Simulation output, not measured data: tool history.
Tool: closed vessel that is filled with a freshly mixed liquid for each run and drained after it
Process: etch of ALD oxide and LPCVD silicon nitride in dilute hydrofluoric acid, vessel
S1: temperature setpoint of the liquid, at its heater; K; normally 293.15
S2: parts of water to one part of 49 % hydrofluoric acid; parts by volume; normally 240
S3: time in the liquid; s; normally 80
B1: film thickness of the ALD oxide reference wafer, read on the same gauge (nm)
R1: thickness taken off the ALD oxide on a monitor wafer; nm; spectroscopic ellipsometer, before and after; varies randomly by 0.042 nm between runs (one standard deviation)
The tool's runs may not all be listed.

run 1 hour=0 | S1=293.15 S2=240 S3=80 | B1=60.24 | R1=7.53
run 2 hour=96.8 | S1=293.15 S2=240 S3=80 | B1=60.25 | R1=7.52
-- hour=130.8 hydrofluoric acid flow meter replaced
run 3 hour=148.7 | S1=293.15 S2=240 S3=80 | B1=60.3 | R1=7.62
run 4 hour=205.3 | S1=293.15 S2=240 S3=80 | B1=60.3 | R1=7.55
run 5 hour=258 | S1=293.15 S2=240 S3=80 | B1=60.34 | R1=7.56
-- hour=477.1 thermometer replaced
run 6 hour=477.8 | S1=290.15 S2=180 S3=95 | B1=60.45 | R1=11.26
run 7 hour=526.9 | S1=296.65 S2=240 S3=80 | B1=60.49 | R1=8.58
run 8 hour=604.5 | S1=291.65 S2=180 S3=80 | B1=60.54 | R1=10.14
run 9 hour=665.6 | S1=293.15 S2=240 S3=35 | B1=60.58 | R1=3.35
run 10 hour=734.4 | S1=293.15 S2=310 S3=80 | B1=60.64 | R1=5.5
run 11 hour=811.6 | S1=293.15 S2=335 S3=80 | B1=60.73 | R1=4.97
run 12 hour=986 | S1=296.65 S2=325 S3=100 | B1=60.92 | R1=7.41
run 13 hour=1026.8 | S1=294.65 S2=240 S3=80 | B1=60.96 | R1=8.08
run 14 hour=1104 | S1=293.15 S2=240 S3=80 | B1=61.06 | R1=7.72
-- hour=1128.7 hydrofluoric acid flow meter replaced
run 15 hour=1169.5 | S1=297.15 S2=240 S3=80 | B1=61.17 | R1=8.88
run 16 hour=1222.2 | S1=296.65 S2=290 S3=120 | B1=61.24 | R1=10.33
run 17 hour=1299.7 | S1=293.15 S2=240 S3=80 | B1=61.38 | R1=7.67
run 18 hour=1404.4 | S1=293.15 S2=330 S3=80 | B1=61.5 | R1=5.17
-- hour=1423.8 thermometer replaced
run 19 hour=1503 | S1=293.15 S2=240 S3=80 | B1=61.67 | R1=7.81
run 20 hour=1601 | S1=290.15 S2=205 S3=120 | B1=61.86 | R1=12.53
run 21 hour=1689.9 | S1=293.15 S2=240 S3=95 | B1=62.04 | R1=9.25
run 22 hour=1781.2 | S1=297.65 S2=315 S3=35 | B1=62.22 | R1=2.83
run 23 hour=1832.9 | S1=295.65 S2=240 S3=35 | B1=62.34 | R1=3.74
run 24 hour=1877.9 | S1=291.15 S2=140 S3=80 | B1=62.44 | R1=13.73
-- hour=1964.6 gauge calibrated
run 25 hour=1980.1 | S1=290.15 S2=125 S3=115 | B1=59.68 | R1=20.49
-- hour=2035.7 hydrofluoric acid flow meter replaced
run 26 hour=2074 | S1=290.15 S2=335 S3=65 | B1=59.7 | R1=3.6
run 27 hour=2150 | S1=290.15 S2=240 S3=80 | B1=59.72 | R1=6.73

Branching from run 27: 3 alternative next runs. What would each branch give?
run A hour=2150.7 | S1=293.15 S2=240 S3=120 | B1=? | R1=?
run B hour=2150.7 | S1=290.15 S2=335 S3=60 | B1=? | R1=?
run C hour=2150.7 | S1=293.15 S2=270 S3=110 | B1=? | R1=?

run=A B1=59.72 R1=11.32
run=B B1=59.72 R1=3.33
run=C B1=59.72 R1=8.97
The same runs, with their run-to-run variation unchanged, on a tool lacking any hidden condition would have given:
run=A R1=11.37
run=B R1=3.35
run=C R1=9.01
